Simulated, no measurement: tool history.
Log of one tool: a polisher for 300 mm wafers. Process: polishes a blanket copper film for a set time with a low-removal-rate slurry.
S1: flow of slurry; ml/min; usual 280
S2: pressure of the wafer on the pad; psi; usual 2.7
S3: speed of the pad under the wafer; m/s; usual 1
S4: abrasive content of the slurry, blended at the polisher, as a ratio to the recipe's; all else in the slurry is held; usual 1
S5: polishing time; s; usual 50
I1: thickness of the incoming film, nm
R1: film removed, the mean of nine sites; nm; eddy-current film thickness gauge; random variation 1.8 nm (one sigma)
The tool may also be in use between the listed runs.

Run 1, hour 0: usual settings; I1 1188.7. Result: R1 167.3 nm.
Run 2, hour 14.2: usual settings; I1 1187.8. Result: R1 167 nm.
Run 3, hour 26.6: usual settings; I1 1195.1. Result: R1 169.5 nm.
Run 4, hour 40.7: usual settings; I1 1174.3. Result: R1 168 nm.
Run 5, hour 53.8: usual settings; I1 1187.7. Result: R1 173.9 nm.
Run 6, hour 71.1: usual settings but S1 340 ml/min; I1 1202. Result: R1 171.8 nm.
Run 7, hour 85.1: usual settings but S1 340 ml/min; I1 1177.9. Result: R1 177.1 nm.
Run 8, hour 102.1: usual settings but S4 0.75, S5 62 s; I1 1180.4. Result: R1 205.7 nm.
Run 9, hour 108.8: usual settings but S5 38 s; I1 1183.8. Result: R1 136.6 nm.
Run 10, hour 122.5: usual settings but S1 355 ml/min, S3 1.1 m/s, S5 56 s; I1 1210.9. Result: R1 226.8 nm.
Run 11, hour 135.6: usual settings but S2 2.2 psi, S5 34 s; I1 1180. Result: R1 88.7 nm.
Run 12, hour 141.7: usual settings but S4 1.3; I1 1194. Result: R1 177.1 nm.
Run 13, hour 154.1: usual settings but S4 0.75, S5 62 s; I1 1207.7. Result: R1 181 nm.
Run 14, hour 169.5: usual settings; I1 1184.2. Result: R1 157.6 nm.
Run 15, hour 181.9: usual settings; I1 1183. Result: R1 158.2 nm.

Not shown: 4 entries that the log had between the listed runs. Between which runs, and how does the tool's hidden state differ before and after?
Between runs 6 and 7: slurry blender recalibrated (hour 77.4)
  slurry flow missing at the pad, %: 40.4 -> 41.1; deviation of the head's pressure from its setpoint, %: 7.26 -> 7.92
  measured less the result without the state, R1: +5.2 -> +6.3 nm
Between runs 7 and 8: slurry nozzle cleaned (hour 87)
  slurry flow missing at the pad, %: 41.1 -> 12.4; deviation of the head's pressure from its setpoint, %: 7.92 -> 8.76
  measured less the result without the state, R1: +6.3 -> +14.5 nm
Between runs 9 and 10: worn pad replaced by a new one (hour 122)
  slurry flow missing at the pad, %: 15.5 -> 20.9; deviation of the head's pressure from its setpoint, %: 9.1 -> 9.83
  measured less the result without the state, R1: +9.7 -> +17 nm
Between runs 10 and 11: head pressure recalibrated (hour 130.3)
  slurry flow missing at the pad, %: 20.9 -> 25.3; deviation of the head's pressure from its setpoint, %: 9.83 -> 0.155
  measured less the result without the state, R1: +17 -> -2 nm
